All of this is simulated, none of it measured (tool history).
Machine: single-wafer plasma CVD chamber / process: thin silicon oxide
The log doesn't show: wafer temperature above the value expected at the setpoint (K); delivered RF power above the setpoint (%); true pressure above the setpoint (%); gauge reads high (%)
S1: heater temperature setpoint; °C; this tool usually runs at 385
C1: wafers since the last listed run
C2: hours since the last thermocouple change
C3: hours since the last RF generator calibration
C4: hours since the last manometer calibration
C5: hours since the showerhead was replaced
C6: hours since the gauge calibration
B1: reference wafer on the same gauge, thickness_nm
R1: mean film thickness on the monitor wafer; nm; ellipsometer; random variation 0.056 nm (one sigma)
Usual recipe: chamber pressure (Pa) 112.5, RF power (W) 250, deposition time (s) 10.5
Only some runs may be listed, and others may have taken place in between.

run 1 hour=0 | S1=385 chamber_pressure_(Pa)=112.5 RF_power_(W)=250 deposition_time_(s)=10.5 | C1=0 C2=1886.4 C3=2533.6 C4=2468.8 C5=2586.5 C6=447.9 | B1=16.501 | R1=19.572
run 2 hour=17.2 | S1=385 chamber_pressure_(Pa)=112.5 RF_power_(W)=250 deposition_time_(s)=10.5 | C1=565 C2=1903.6 C3=2550.8 C4=2486 C5=2603.7 C6=465.1 | B1=16.517 | R1=19.497
run 3 hour=25.2 | S1=385 chamber_pressure_(Pa)=112.5 RF_power_(W)=250 deposition_time_(s)=10.5 | C1=263 C2=1911.6 C3=2558.8 C4=2494 C5=2611.7 C6=473.1 | B1=16.522 | R1=19.454
run 4 hour=38.1 | S1=385 chamber_pressure_(Pa)=112.5 RF_power_(W)=250 deposition_time_(s)=9.2 | C1=424 C2=1924.5 C3=2571.7 C4=2506.9 C5=2624.6 C6=486 | B1=16.502 | R1=17.108
run 5 hour=53 | S1=385 chamber_pressure_(Pa)=112.5 RF_power_(W)=250 deposition_time_(s)=9.2 | C1=490 C2=1939.4 C3=2586.6 C4=2521.8 C5=2639.5 C6=500.9 | B1=16.527 | R1=17.094
run 6 hour=60.5 | S1=385 chamber_pressure_(Pa)=112.5 RF_power_(W)=250 deposition_time_(s)=10.5 | C1=246 C2=1946.9 C3=2594.1 C4=2529.3 C5=2647 C6=508.4 | B1=16.504 | R1=19.531
run 7 hour=68.3 | S1=385 chamber_pressure_(Pa)=112.5 RF_power_(W)=250 deposition_time_(s)=10.5 | C1=256 C2=1954.7 C3=2601.9 C4=2537.1 C5=2654.8 C6=516.2 | B1=16.52 | R1=19.509
-- hour=82.7 RF generator calibrated
run 8 hour=83.2 | S1=385 chamber_pressure_(Pa)=112.5 RF_power_(W)=250 deposition_time_(s)=10.5 | C1=227 C2=1969.6 C3=0.5 C4=2552 C5=2669.7 C6=531.1 | B1=16.501 | R1=19.562
run 9 hour=97.9 | S1=393 chamber_pressure_(Pa)=103.9 RF_power_(W)=265 deposition_time_(s)=9.6 | C1=483 C2=1984.3 C3=15.2 C4=2566.7 C5=2684.4 C6=545.8 | B1=16.497 | R1=17.01
run 10 hour=113.8 | S1=385 chamber_pressure_(Pa)=138 RF_power_(W)=205 deposition_time_(s)=10.5 | C1=523 C2=2000.2 C3=31.1 C4=2582.6 C5=2700.3 C6=561.7 | B1=16.516 | R1=20.393
run 11 hour=124.5 | S1=390 chamber_pressure_(Pa)=112.5 RF_power_(W)=250 deposition_time_(s)=9.4 | C1=352 C2=2010.9 C3=41.8 C4=2593.3 C5=2711 C6=572.4 | B1=16.497 | R1=17.506
run 12 hour=139.8 | S1=385 chamber_pressure_(Pa)=112.5 RF_power_(W)=250 deposition_time_(s)=8.8 | C1=503 C2=2026.2 C3=57.1 C4=2608.6 C5=2726.3 C6=587.7 | B1=16.512 | R1=16.382
run 13 hour=154.9 | S1=385 chamber_pressure_(Pa)=112.5 RF_power_(W)=280 deposition_time_(s)=10.5 | C1=496 C2=2041.3 C3=72.2 C4=2623.7 C5=2741.4 C6=602.8 | B1=16.498 | R1=20.662
-- hour=177.5 thermocouple changed; heater temperature recalibrated
run 14 hour=178 | S1=385 chamber_pressure_(Pa)=127.6 RF_power_(W)=250 deposition_time_(s)=10.5 | C1=496 C2=0.5 C3=95.3 C4=2646.8 C5=2764.5 C6=625.9 | B1=16.481 | R1=21.641
-- hour=183.3 gauge calibrated
-- hour=190.6 capacitance manometer re-zeroed and calibrated
-- hour=191.9 showerhead replaced
run 15 hour=192.4 | S1=385 chamber_pressure_(Pa)=112.5 RF_power_(W)=250 deposition_time_(s)=8.8 | C1=167 C2=14.9 C3=109.7 C4=1.8 C5=0.5 C6=9.1 | B1=16.502 | R1=15.197
run 16 hour=198.8 | S1=393 chamber_pressure_(Pa)=96.9 RF_power_(W)=270 deposition_time_(s)=12.1 | C1=210 C2=21.3 C3=116.1 C4=8.2 C5=6.9 C6=15.5 | B1=16.498 | R1=18.428
run 17 hour=207.4 | S1=375 chamber_pressure_(Pa)=100.9 RF_power_(W)=200 deposition_time_(s)=12 | C1=282 C2=29.9 C3=124.7 C4=16.8 C5=15.5 C6=24.1 | B1=16.47 | R1=16.18
run 18 hour=218.9 | S1=385 chamber_pressure_(Pa)=112.5 RF_power_(W)=250 deposition_time_(s)=10.5 | C1=378 C2=41.4 C3=136.2 C4=28.3 C5=27 C6=35.6 | B1=16.486 | R1=18.073
run 19 hour=227.1 | S1=385 chamber_pressure_(Pa)=94.5 RF_power_(W)=250 deposition_time_(s)=12.3 | C1=269 C2=49.6 C3=144.4 C4=36.5 C5=35.2 C6=43.8 | B1=16.487 | R1=17.557
run 20 hour=244.8 | S1=372 chamber_pressure_(Pa)=112.5 RF_power_(W)=270 deposition_time_(s)=10.5 | C1=582 C2=67.3 C3=162.1 C4=54.2 C5=52.9 C6=61.5 | B1=16.496 | R1=19.008
run 21 hour=258.2 | S1=385 chamber_pressure_(Pa)=132.3 RF_power_(W)=250 deposition_time_(s)=10.5 | C1=440 C2=80.7 C3=175.5 C4=67.6 C5=66.3 C6=74.9 | B1=16.487 | R1=20.925
run 22 hour=270 | S1=378 chamber_pressure_(Pa)=122.5 RF_power_(W)=250 deposition_time_(s)=10.5 | C1=388 C2=92.5 C3=187.3 C4=79.4 C5=78.1 C6=86.7 | B1=16.502 | R1=19.817
run 23 hour=280.5 | S1=391 chamber_pressure_(Pa)=112.5 RF_power_(W)=250 deposition_time_(s)=10.5 | C1=345 C2=103 C3=197.8 C4=89.9 C5=88.6 C6=97.2 | B1=16.495 | R1=18.188
run 24 hour=287.3 | S1=385 chamber_pressure_(Pa)=112.5 RF_power_(W)=250 deposition_time_(s)=10.5 | C1=223 C2=109.8 C3=204.6 C4=96.7 C5=95.4 C6=104 | B1=16.498 | R1=18.236
run 25 hour=298.6 | S1=385 chamber_pressure_(Pa)=112.5 RF_power_(W)=250 deposition_time_(s)=10.5 | C1=371 C2=121.1 C3=215.9 C4=108 C5=106.7 C6=115.3 | B1=16.486 | R1=18.356
run 26 hour=313.9 | S1=385 chamber_pressure_(Pa)=85.1 RF_power_(W)=250 deposition_time_(s)=11.4 | C1=503 C2=136.4 C3=231.2 C4=123.3 C5=122 C6=130.6 | B1=16.491 | R1=14.361
run 27 hour=324.4 | S1=373 chamber_pressure_(Pa)=101.6 RF_power_(W)=265 deposition_time_(s)=9.9 | C1=345 C2=146.9 C3=241.7 C4=133.8 C5=132.5 C6=141.1 | B1=16.493 | R1=16.072
run 28 hour=373.8 | S1=380 chamber_pressure_(Pa)=112.5 RF_power_(W)=250 deposition_time_(s)=10.5 | C1=1625 C2=196.3 C3=291.1 C4=183.2 C5=181.9 C6=190.5 | B1=16.497 | R1=18.431

Below are 5 alternative next runs, each starting from the tool's condition after run 28. Predict each:
run A hour=374.2 | S1=385 chamber_pressure_(Pa)=112.5 RF_power_(W)=250 deposition_time_(s)=10.5 | C1=13 C2=196.7 C3=291.5 C4=183.6 C5=182.3 C6=190.9 | B1=? | R1=?
run B hour=374.2 | S1=372 chamber_pressure_(Pa)=112.5 RF_power_(W)=250 deposition_time_(s)=12.2 | C1=13 C2=196.7 C3=291.5 C4=183.6 C5=182.3 C6=190.9 | B1=? | R1=?
run C hour=374.2 | S1=385 chamber_pressure_(Pa)=119.6 RF_power_(W)=250 deposition_time_(s)=10.5 | C1=13 C2=196.7 C3=291.5 C4=183.6 C5=182.3 C6=190.9 | B1=? | R1=?
run D hour=374.2 | S1=377 chamber_pressure_(Pa)=135.9 RF_power_(W)=295 deposition_time_(s)=12 | C1=13 C2=196.7 C3=291.5 C4=183.6 C5=182.3 C6=190.9 | B1=? | R1=?
run E hour=374.2 | S1=385 chamber_pressure_(Pa)=136.8 RF_power_(W)=250 deposition_time_(s)=10.5 | C1=13 C2=196.7 C3=291.5 C4=183.6 C5=182.3 C6=190.9 | B1=? | R1=?

run=A B1=16.499 R1=18.387
run=B B1=16.499 R1=21.525
run=C B1=16.499 R1=19.484
run=D B1=16.499 R1=27.015
run=E B1=16.499 R1=21.751
Without the tool's unlogged condition, the same runs would have read:
run=A R1=18.122
run=B R1=21.214
run=C R1=19.203
run=D R1=26.708
run=E R1=21.504

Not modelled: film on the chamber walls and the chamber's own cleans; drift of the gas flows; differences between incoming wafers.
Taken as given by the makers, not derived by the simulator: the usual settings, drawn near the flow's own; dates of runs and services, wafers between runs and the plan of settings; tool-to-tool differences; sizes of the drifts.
